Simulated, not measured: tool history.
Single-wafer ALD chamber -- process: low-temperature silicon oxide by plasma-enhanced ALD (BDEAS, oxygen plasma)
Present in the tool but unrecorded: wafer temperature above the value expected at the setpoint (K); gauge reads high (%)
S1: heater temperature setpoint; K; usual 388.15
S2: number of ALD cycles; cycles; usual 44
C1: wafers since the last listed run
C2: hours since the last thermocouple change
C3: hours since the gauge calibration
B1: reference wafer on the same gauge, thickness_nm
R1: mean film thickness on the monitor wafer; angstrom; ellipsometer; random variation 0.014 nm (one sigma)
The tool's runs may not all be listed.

run,day,S1,S2,C1,C2,C3,B1,R1
1,0,391.15,44,0,1716.2,169.5,5.176,55.11
2,0.65,388.15,44,121,1731.8,185.1,5.172,55.3
3,1.633,388.15,44,183,1755.4,208.7,5.167,55.5
4,4.112,388.15,44,461,1814.9,268.2,5.17,55.28
5,4.85,388.15,44,137,1832.6,285.9,5.168,55.37
6,5.838,388.15,44,183,1856.3,309.6,5.17,55.17
7,6.625,388.15,44,146,1875.2,328.5,5.164,55.3
8,7.217,388.15,44,110,1889.4,342.7,5.167,55.12
9,7.85,388.15,48,117,1904.6,357.9,5.168,60.3
10,9.217,388.15,44,254,1937.4,390.7,5.161,55.21
11,10.617,388.15,44,260,1971,424.3,5.162,55.38
12,11.617,388.15,44,186,1995,448.3,5.158,55.02
13,12.438,388.15,44,152,2014.7,468,5.159,55.1
14,13.55,388.15,44,207,2041.4,494.7,5.153,54.99
15,14.583,381.15,44,192,2066.2,519.5,5.152,55.88
16,15.558,381.15,44,181,2089.6,542.9,5.155,55.55
17,17.025,381.15,44,273,2124.8,578.1,5.149,55.88
18,17.692,380.15,48,124,2140.8,594.1,5.151,60.9
19,18.808,380.15,48,207,2167.6,620.9,5.145,61.01
20,19.662,388.15,47,159,2188.1,641.4,5.136,58.49
21,20.95,388.15,47,239,2219,672.3,5.138,58.77
22,21.708,388.15,47,141,2237.2,690.5,5.14,58.43
23,22.833,395.15,44,209,2264.2,717.5,5.13,53.93
24,23.771,380.15,51,174,2286.7,740,5.128,64.62
25,24.517,396.15,37,138,2304.6,757.9,5.125,45.39
26,25.142,399.15,52,116,2319.6,772.9,5.122,63.25
27,25.796,398.15,41,121,2335.3,788.6,5.127,50.06
# day 26.162: thermocouple changed; heater temperature recalibrated
28,27.221,401.15,41,203,25.4,822.8,5.127,49.83
# day 28.05: gauge calibrated
29,28.462,376.15,51,231,55.2,9.9,5.175,65.69
30,29.142,401.15,44,126,71.5,26.2,5.172,53.88
31,30.254,388.15,44,207,98.2,52.9,5.174,55.25
32,31.258,388.15,52,186,122.3,77,5.167,65.27
33,32.433,388.15,44,218,150.5,105.2,5.167,55.27
34,33.475,396.15,44,193,175.5,130.2,5.173,54.46
35,34.742,384.15,44,235,205.9,160.6,5.176,55.64
36,35.796,381.15,44,196,231.2,185.9,5.17,55.76
37,36.95,400.15,44,214,258.9,213.6,5.167,53.75
38,38.371,380.15,49,264,293,247.7,5.171,62.46
39,39.725,388.15,53,252,325.5,280.2,5.167,66.63
40,40.642,401.15,40,170,347.5,302.2,5.168,48.92
41,41.283,388.15,47,119,362.9,317.6,5.167,59.11
42,42.325,388.15,44,193,387.9,342.6,5.169,55.35
43,42.862,388.15,50,100,400.8,355.5,5.164,62.57
44,44.212,400.15,37,251,433.2,387.9,5.163,45.35
45,44.871,392.15,48,122,449,403.7,5.162,59.63
46,46.121,383.15,36,232,479,433.7,5.163,45.61
47,47.004,397.15,41,164,500.2,454.9,5.157,50.52

For each entry between runs, how does the tool's hidden state at the last listed run before it compare with that at the first listed run after it?
In the gap between runs 27 and 28: thermocouple changed; heater temperature recalibrated (day 26.162)
  gauge reads high (%): -1.08 -> -1.17
  the result without the hidden state subtracted from the measured one, R1: -0.55 -> -0.59 angstrom
In the gap between runs 28 and 29: gauge calibrated (day 28.05)
  gauge reads high (%): -1.17 -> -0.091
  the result without the hidden state subtracted from the measured one, R1: -0.59 -> -0.06 angstrom
